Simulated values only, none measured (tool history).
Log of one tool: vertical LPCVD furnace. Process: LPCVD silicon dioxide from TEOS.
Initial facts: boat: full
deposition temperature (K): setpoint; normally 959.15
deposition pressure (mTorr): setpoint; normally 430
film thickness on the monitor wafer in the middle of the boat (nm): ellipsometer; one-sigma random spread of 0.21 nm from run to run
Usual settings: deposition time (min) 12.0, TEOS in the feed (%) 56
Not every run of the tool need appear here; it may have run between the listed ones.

run,hour,deposition temperature (K),deposition pressure (mTorr),deposition time (min),TEOS in the feed (%),"read-back reference wafer on the same gauge, thickness",film thickness on the monitor wafer in the middle of the boat (nm)
1,0.0,959.15,395,10.0,56,54.91,55.09
2,46.3,959.15,395,10.0,56,54.98,54.83
3,100.2,959.15,515,12.0,56,54.97,75.09
4,131.8,959.15,515,12.0,56,55.03,75.40
5,171.8,959.15,515,12.0,56,54.99,75.92
6,232.4,959.15,430,12.0,56,55.04,69.28
# hour 289.6: pressure gauge zeroed
7,290.1,959.15,430,12.0,64,55.01,73.81
8,304.0,959.15,430,12.0,64,54.99,73.74
9,367.8,955.15,430,12.0,56,55.04,62.84
10,435.6,955.15,430,12.0,56,55.05,62.68
11,478.8,955.15,430,12.0,56,54.98,62.96
12,533.2,959.15,465,9.0,56,54.95,53.93
13,580.7,965.15,475,12.0,56,55.01,84.23
14,634.7,968.15,475,12.0,60,55.10,93.13
15,686.8,959.15,430,14.5,56,54.97,83.61
# hour 692.6: gauge calibrated
16,721.5,959.15,430,12.0,65,54.97,74.68
17,764.0,950.15,430,12.0,62,55.06,58.39
18,790.9,956.15,510,14.5,64,54.99,90.84
19,825.9,959.15,385,12.0,56,54.93,65.61
# hour 863.5: thermocouples replaced and temperature profile calibrated
20,889.6,959.15,430,15.0,56,55.01,87.83
21,917.2,967.15,535,9.5,61,54.93,78.02
# hour 948.1: TEOS flow controller replaced
22,971.0,948.15,430,12.0,56,55.01,54.16
23,1035.2,959.15,370,9.5,56,55.03,51.99
24,1093.6,959.15,480,15.5,62,55.04,101.17
25,1152.3,948.15,430,10.0,56,55.06,45.18
26,1183.3,959.15,430,14.5,66,54.95,92.40
# hour 1216.4: thermocouples replaced and temperature profile calibrated, repeated, since the last time left the tool worse
27,1245.9,954.15,400,10.5,56,55.01,51.29
28,1294.0,956.15,510,14.5,64,54.98,89.58
29,1363.3,959.15,430,12.0,56,55.06,68.51
30,1400.0,959.15,430,12.0,56,54.97,68.48

Consider 5 possible next runs. They are alternatives, not a sequence: every one starts from the tool as it was left by run 30. What does each give?
A,1404.6,959.15,430,12.0,56,?,?
B,1404.6,959.15,495,16.5,56,?,?
C,1404.6,950.15,520,13.5,56,?,?
D,1404.6,959.15,430,12.0,59,?,?
E,1404.6,959.15,430,12.0,46,?,?

run,"read-back reference wafer on the same gauge, thickness",film thickness on the monitor wafer in the middle of the boat (nm)
A,54.98,68.65
B,54.98,101.28
C,54.98,68.33
D,54.98,70.47
E,54.98,62.22
The same runs, with their run-to-run variation unchanged, on a tool lacking any hidden condition would have given:
run,film thickness on the monitor wafer in the middle of the boat (nm)
A,68.43
B,100.96
C,68.11
D,70.24
E,62.02

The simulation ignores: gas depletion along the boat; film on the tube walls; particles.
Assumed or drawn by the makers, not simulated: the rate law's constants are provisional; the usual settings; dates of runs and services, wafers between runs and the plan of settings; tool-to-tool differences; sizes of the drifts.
